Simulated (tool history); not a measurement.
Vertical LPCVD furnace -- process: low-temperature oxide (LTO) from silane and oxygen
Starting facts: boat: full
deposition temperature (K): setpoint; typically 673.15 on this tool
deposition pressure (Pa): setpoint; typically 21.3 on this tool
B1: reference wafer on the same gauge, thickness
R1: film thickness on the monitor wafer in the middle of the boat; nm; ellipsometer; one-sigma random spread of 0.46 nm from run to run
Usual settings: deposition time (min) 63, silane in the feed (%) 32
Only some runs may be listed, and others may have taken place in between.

Run 1, hour 0: usual settings but deposition pressure (Pa) 25.3; B1 262.97. Result: R1 362.75 nm.
Run 2, hour 16.2: usual settings but deposition pressure (Pa) 25.3; B1 262.92. Result: R1 363.09 nm.
Run 3, hour 25.5: usual settings but deposition pressure (Pa) 25.3; B1 262.97. Result: R1 362.64 nm.
Run 4, hour 45.8: usual settings; B1 262.94. Result: R1 306.04 nm.
Run 5, hour 59.9: usual settings; B1 263.06. Result: R1 305.15 nm.
Run 6, hour 76.8: usual settings but deposition temperature (K) 666.15; B1 262.99. Result: R1 281.76 nm.
Run 7, hour 95.1: usual settings but deposition temperature (K) 666.15; B1 262.9. Result: R1 281.85 nm.
Run 8, hour 106.9: usual settings but deposition temperature (K) 666.15; B1 262.96. Result: R1 281.5 nm.
Run 9, hour 122.3: usual settings; B1 262.97. Result: R1 305.54 nm.
At hour 138: gauge calibrated.
Run 10, hour 143.8: usual settings; B1 263. Result: R1 304.67 nm.
Run 11, hour 161.8: usual settings but deposition temperature (K) 678.15, deposition pressure (Pa) 24, deposition time (min) 82; B1 263.04. Result: R1 475.32 nm.
Run 12, hour 170.3: usual settings; B1 263.04. Result: R1 305.32 nm.
Run 13, hour 191.4: usual settings; B1 262.99. Result: R1 305.97 nm.
At hour 219.7: pressure gauge zeroed.
At hour 221.6: thermocouples replaced and temperature profile calibrated.
At hour 238.3: silane flow controller replaced.
Run 14, hour 238.8: usual settings but deposition time (min) 80.5; B1 263.05. Result: R1 389.05 nm.
Run 15, hour 244.2: usual settings; B1 263.04. Result: R1 305.6 nm.
Run 16, hour 249.5: usual settings but deposition temperature (K) 679.15; B1 263.06. Result: R1 327.01 nm.
Run 17, hour 254.9: usual settings but deposition time (min) 45, silane in the feed (%) 30; B1 262.96. Result: R1 199.01 nm.
Run 18, hour 268.6: usual settings; B1 263.08. Result: R1 306.77 nm.
Run 19, hour 282.8: usual settings but deposition temperature (K) 665.15, deposition pressure (Pa) 18.7, deposition time (min) 72.5, silane in the feed (%) 30; B1 263.01. Result: R1 254.51 nm.
Run 20, hour 305.2: usual settings but deposition temperature (K) 662.15, deposition pressure (Pa) 16; B1 263.02. Result: R1 200.85 nm.
Run 21, hour 313: usual settings but deposition pressure (Pa) 19.3, deposition time (min) 38.5, silane in the feed (%) 38; B1 262.95. Result: R1 212.65 nm.

Predict each of these 3 candidate next runs independently; none follows another, all start after run 21:
Run A, hour 318.4: usual settings; B1 ?. Result: R1 ?.
Run B, hour 318.4: usual settings but silane in the feed (%) 37; B1 ?. Result: R1 ?.
Run C, hour 318.4: usual settings but deposition temperature (K) 684.15, deposition pressure (Pa) 23.3; B1 ?. Result: R1 ?.

run      B1      R1
  A  263.07  305.08
  B  263.07  371.12
  C  263.07   378.6
Stripped of hidden state, with their random variation kept, the same runs would have yielded:
run      R1
  A  305.08
  B  371.12
  C   378.6
